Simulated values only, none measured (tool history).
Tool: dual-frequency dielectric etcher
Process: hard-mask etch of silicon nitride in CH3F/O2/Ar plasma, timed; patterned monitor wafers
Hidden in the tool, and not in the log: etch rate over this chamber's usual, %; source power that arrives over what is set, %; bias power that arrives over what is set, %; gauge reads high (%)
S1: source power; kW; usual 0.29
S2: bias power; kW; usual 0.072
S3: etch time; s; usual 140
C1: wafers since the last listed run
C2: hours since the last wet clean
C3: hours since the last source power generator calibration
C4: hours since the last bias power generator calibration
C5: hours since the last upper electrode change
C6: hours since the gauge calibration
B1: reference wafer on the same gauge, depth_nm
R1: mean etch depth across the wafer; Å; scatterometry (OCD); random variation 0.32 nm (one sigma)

run	hour	S1	S2	S3	C1	C2	C3	C4	C5	C6	B1	R1
1	0	0.29	0.072	140	0	156.2	2496.3	2570.3	3647.6	908.9	87.7	818
2	26.6	0.29	0.072	140	193	182.8	2522.9	2596.9	3674.2	935.5	87.9	823
3	79.5	0.29	0.072	140	385	235.7	2575.8	2649.8	3727.1	988.4	88.1	823
4	139.7	0.29	0.072	149	438	295.9	2636	2710	3787.3	1048.6	88.1	872
5	170.5	0.29	0.072	149	224	326.7	2666.8	2740.8	3818.1	1079.4	87.9	870
# hour 199.1: upper electrode replaced
6	235.7	0.29	0.072	149	300	391.9	2732	2806	36.6	1144.6	88.1	877
# hour 262.4: wet clean of the chamber
# hour 285.3: bias power generator calibrated
7	285.8	0.29	0.072	140	161	23.4	2782.1	0.5	86.7	1194.7	88	802
8	346.1	0.29	0.072	140	439	83.7	2842.4	60.8	147	1255	88	802
9	372.3	0.29	0.072	140	190	109.9	2868.6	87	173.2	1281.2	88.1	799
10	408.6	0.29	0.072	140	264	146.2	2904.9	123.3	209.5	1317.5	88.3	803
11	435.5	0.29	0.072	140	196	173.1	2931.8	150.2	236.4	1344.4	88.1	799
# hour 454.7: source power generator calibrated
12	476.7	0.29	0.072	140	271	214.3	22	191.4	277.6	1385.6	88	803
13	508.9	0.29	0.082	140	234	246.5	54.2	223.6	309.8	1417.8	88.1	872
14	548.2	0.29	0.072	110	286	285.8	93.5	262.9	349.1	1457.1	87.9	632
15	607.8	0.29	0.08	104	434	345.4	153.1	322.5	408.7	1516.7	87.8	636
# hour 652.2: wet clean of the chamber
16	671.4	0.32	0.079	123.5	288	19.2	216.7	386.1	472.3	1580.3	87.9	775
17	763	0.29	0.072	140	667	110.8	308.3	477.7	563.9	1671.9	88	806
# hour 822.3: gauge calibrated
18	831.8	0.29	0.072	140	501	179.6	377.1	546.5	632.7	9.5	88	811

Forecast run 19:
19	856.2	0.29	0.072	140	177	204	401.5	570.9	657.1	33.9	?	?

B1: 88.2
R1: 805 Å
Without the tool's hidden state the same run would have given R1 804 Å.
